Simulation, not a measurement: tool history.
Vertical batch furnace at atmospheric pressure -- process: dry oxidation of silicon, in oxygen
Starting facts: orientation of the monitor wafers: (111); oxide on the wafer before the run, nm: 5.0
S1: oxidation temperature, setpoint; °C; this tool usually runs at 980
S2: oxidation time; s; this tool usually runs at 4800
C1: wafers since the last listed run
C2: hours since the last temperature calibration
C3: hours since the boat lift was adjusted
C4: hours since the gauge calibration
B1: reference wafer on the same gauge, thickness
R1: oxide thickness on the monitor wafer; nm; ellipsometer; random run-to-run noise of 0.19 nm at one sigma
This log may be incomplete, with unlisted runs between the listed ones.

run 1 day=0 | S1=980 S2=4800 | C1=0 C2=2061.2 C3=5322.6 C4=141.3 | B1=70.75 | R1=69.29
run 2 day=0.658 | S1=980 S2=4800 | C1=139 C2=2077 C3=5338.4 C4=157.1 | B1=70.66 | R1=69.98
run 3 day=1.529 | S1=966 S2=3630 | C1=184 C2=2097.9 C3=5359.3 C4=178 | B1=70.67 | R1=52.12
run 4 day=2.308 | S1=980 S2=6180 | C1=164 C2=2116.6 C3=5378 C4=196.7 | B1=70.74 | R1=82.09
run 5 day=3.208 | S1=980 S2=6180 | C1=190 C2=2138.2 C3=5399.6 C4=218.3 | B1=70.66 | R1=82.4
-- day=3.879 gauge calibrated
run 6 day=4.004 | S1=980 S2=6180 | C1=168 C2=2157.3 C3=5418.7 C4=3 | B1=70.68 | R1=82.22
-- day=5.05 thermocouples replaced and temperature profile calibrated
run 7 day=5.071 | S1=980 S2=5490 | C1=14 C2=0.5 C3=5444.3 C4=28.6 | B1=70.68 | R1=75.64
run 8 day=5.317 | S1=959 S2=5940 | C1=52 C2=6.4 C3=5450.2 C4=34.5 | B1=70.68 | R1=68.1
run 9 day=5.775 | S1=1005 S2=5490 | C1=96 C2=17.4 C3=5461.2 C4=45.5 | B1=70.69 | R1=90.64
run 10 day=6.238 | S1=980 S2=4800 | C1=97 C2=28.5 C3=5472.3 C4=56.6 | B1=70.67 | R1=69.56
-- day=8.967 boat lift adjusted
run 11 day=9.304 | S1=987 S2=4800 | C1=437 C2=102.1 C3=8.1 C4=130.2 | B1=70.7 | R1=73.18
run 12 day=9.833 | S1=980 S2=3870 | C1=111 C2=114.8 C3=20.8 C4=142.9 | B1=70.72 | R1=60.57
run 13 day=10.396 | S1=980 S2=6660 | C1=118 C2=128.3 C3=34.3 C4=156.4 | B1=70.66 | R1=86.33
run 14 day=11.067 | S1=1002 S2=4110 | C1=141 C2=144.4 C3=50.4 C4=172.5 | B1=70.71 | R1=73.59
run 15 day=11.788 | S1=980 S2=4800 | C1=152 C2=161.7 C3=67.7 C4=189.8 | B1=70.7 | R1=69.44

5 options for the next run, each taken on its own from the tool as it stands now. Forecast them:
run A day=12.042 | S1=980 S2=4800 | C1=53 C2=167.8 C3=73.8 C4=195.9 | B1=? | R1=?
run B day=12.042 | S1=1002 S2=7020 | C1=53 C2=167.8 C3=73.8 C4=195.9 | B1=? | R1=?
run C day=12.042 | S1=1000 S2=6210 | C1=53 C2=167.8 C3=73.8 C4=195.9 | B1=? | R1=?
run D day=12.042 | S1=964 S2=4800 | C1=53 C2=167.8 C3=73.8 C4=195.9 | B1=? | R1=?
run E day=12.042 | S1=967 S2=6900 | C1=53 C2=167.8 C3=73.8 C4=195.9 | B1=? | R1=?

run=A B1=70.71 R1=69.38
run=B B1=70.71 R1=103.43
run=C B1=70.71 R1=94.36
run=D B1=70.71 R1=61.49
run=E B1=70.71 R1=79.92
With no hidden state in the tool, these same runs would have given:
run=A R1=69.38
run=B R1=103.43
run=C R1=94.36
run=D R1=61.49
run=E R1=79.92
